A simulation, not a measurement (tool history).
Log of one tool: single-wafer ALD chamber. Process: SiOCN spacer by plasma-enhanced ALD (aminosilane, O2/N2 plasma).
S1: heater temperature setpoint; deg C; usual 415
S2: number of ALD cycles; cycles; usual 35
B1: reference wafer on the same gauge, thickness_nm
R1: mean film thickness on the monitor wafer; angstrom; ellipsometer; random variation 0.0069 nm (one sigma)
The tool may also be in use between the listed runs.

run    hour   S1  S2     B1     R1
  1       0  415  35  2.331  20.91
  2    92.2  415  35   2.33  20.83
  3   160.8  415  35   2.33   21.1
  4   200.6  409  35   2.33  21.24
  5   243.6  411  40   2.33  24.22
  6   296.1  415  35  2.328  20.94
  7   380.4  415  35  2.329  20.95
      456.2  -- gauge calibrated
  8   462.1  403  31   2.33  19.33
  9   562.1  407  41  2.328   25.2
 10   641.6  421  35  2.329  20.65
 11   679.7  421  35  2.329  20.64
 12   716.3  408  35   2.33  21.52
 13   787.3  415  38   2.33  22.92
 14   843.5  415  38  2.331  22.81
 15   918.9  415  35  2.328  21.04
 16  1018.5  415  35   2.33  21.06
 17  1073.6  415  35  2.331  21.07
 18  1150.8  415  35  2.329  21.16
 19  1216.6  410  35  2.329  21.29
 20  1313.4  410  35  2.331  21.47
 21  1349.5  410  35  2.329  21.39
 22  1455.1  415  35  2.331  21.15
 23  1567.2  419  31   2.33  18.55
 24  1659.4  415  35  2.329  21.24
 25  1747.3  411  29   2.33  17.82
 26  1808.7  408  35  2.329   21.7
 27    1866  415  35   2.33  21.29
 28    1934  421  35   2.33  21.03
     1965.8  -- thermocouple changed; heater temperature recalibrated
 29  1973.2  415  35   2.33  20.82
 30  2016.5  406  35  2.331  21.36
 31  2079.4  402  33  2.329  20.51
 32  2173.5  407  42   2.33  25.77
     2232.7  -- gauge calibrated
 33    2248  407  32  2.332  19.47
 34    2313  401  30  2.329  18.59
 35  2365.2  426  38   2.33  22.02
 36  2455.1  410  29  2.328   17.5
 37  2510.3  415  35   2.33  20.97
 38  2589.4  404  35  2.332  21.53
 39  2665.6  406  38  2.329  23.14
 40  2749.2  406  38  2.328  23.16
 41  2786.9  408  40   2.33  24.26
 42  2824.7  409  32   2.33  19.48
 43  2891.7  429  41   2.33  23.66
 44  2977.8  404  39   2.33     24

4 ways to go on from here, each from the tool as it stands after run 44. What would each give?
  A  2978.3  415  35   ?   ?
  B  2978.3  415  39   ?   ?
  C  2978.3  407  35   ?   ?
  D  2978.3  409  31   ?   ?

run    B1     R1
  A  2.33  20.89
  B  2.33  23.28
  C  2.33  21.36
  D  2.33  18.81
Without the tool's hidden state the same runs would have given:
run     R1
  A  20.88
  B  23.27
  C  21.35
  D   18.8

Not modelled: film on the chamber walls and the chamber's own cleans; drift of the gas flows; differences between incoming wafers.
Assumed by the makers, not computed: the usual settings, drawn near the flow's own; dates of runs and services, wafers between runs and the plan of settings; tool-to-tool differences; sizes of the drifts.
